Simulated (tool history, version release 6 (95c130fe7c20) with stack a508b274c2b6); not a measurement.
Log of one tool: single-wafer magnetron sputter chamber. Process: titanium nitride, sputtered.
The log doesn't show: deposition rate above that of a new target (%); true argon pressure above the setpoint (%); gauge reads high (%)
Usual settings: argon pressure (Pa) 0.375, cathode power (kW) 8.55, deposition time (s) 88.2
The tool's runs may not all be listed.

run	day	argon pressure (Pa)	cathode power (kW)	deposition time (s)	wafers since the last listed run	wafers on the sputter target	hours since the last manometer calibration	hours since the magnet pack was replaced	hours since the gauge calibration	read-back reference wafer on the same gauge, thickness_nm	mean film thickness on the monitor wafer (nm)
1	0	0.375	8.55	99.6	0	1184	2192.2	3085.8	221.5	156.916	162.684
2	1.621	0.375	8.55	99.6	863	2048	2231.1	3124.7	260.4	156.952	162.416
3	2.967	0.375	8.55	99.6	717	2765	2263.4	3157	292.7	157.044	162.448
4	4.379	0.375	8.55	88.2	752	3517	2297.3	3190.9	326.6	157.101	143.545
5	5.958	0.375	8.55	79.7	841	4358	2335.2	3228.8	364.5	157.074	129.712
6	7.633	0.375	8.55	79.7	892	5251	2375.4	3269	404.7	157.012	129.848
7	8.833	0.375	8.55	88.2	639	5890	2404.2	3297.8	433.5	157.023	143.402
# day 10.088: sputter target and shields replaced
8	11.279	0.375	8.55	88.2	1125	635	2462.9	3356.5	492.2	156.982	144.78
9	12.912	0.375	8.55	88.2	870	1506	2502.1	3395.7	531.4	156.959	143.94
# day 17.158: capacitance manometer re-zeroed and calibrated
# day 21.542: sputter target and shields replaced
10	21.562	0.325	9.85	77.5	4253	11	105.7	3603.3	739	156.943	145.338
11	23.992	0.375	7.75	93.6	1294	1305	164	3661.6	797.3	157.016	136.983
12	26.696	0.375	8.55	88.2	1440	2746	228.9	3726.5	862.2	157.008	141.811
13	28.7	0.231	9.2	88.2	1067	3813	277	3774.6	910.3	157.013	157.802
# day 29.954: gauge calibrated
# day 33.329: sputter target and shields replaced
# day 35.112: magnet pack replaced
14	37.267	0.375	8.55	88.2	4209	1920	482.6	51.7	175.5	157.122	142.299
15	38.754	0.504	9.15	97.3	792	2712	518.3	87.4	211.2	157.037	162.538
16	39.796	0.319	10.4	78	554	3267	543.3	112.4	236.2	156.975	154.81
17	41.821	0.375	8.55	88.2	1078	4346	591.9	161	284.8	156.884	142.07
18	44.396	0.258	6.95	79.8	1371	5718	653.7	222.8	346.6	156.992	107.176

5 ways to go on from here, each from the tool as it stands after run 18. What would each give?
A	44.412	0.375	9.25	88.2	8	5727	654.1	223.2	347	?	?
B	44.412	0.423	8.55	88.2	8	5727	654.1	223.2	347	?	?
C	44.412	0.375	8.55	100.3	8	5727	654.1	223.2	347	?	?
D	44.412	0.447	7.55	102.4	8	5727	654.1	223.2	347	?	?
E	44.412	0.466	7.6	88.2	8	5727	654.1	223.2	347	?	?

run	read-back reference wafer on the same gauge, thickness_nm	mean film thickness on the monitor wafer (nm)
A	156.976	152.849
B	156.976	139.696
C	156.976	160.664
D	156.976	142.414
E	156.976	122.93
Without the tool's hidden state the same runs would have given:
run	mean film thickness on the monitor wafer (nm)
A	153.855
B	140.61
C	161.722
D	143.342
E	123.729
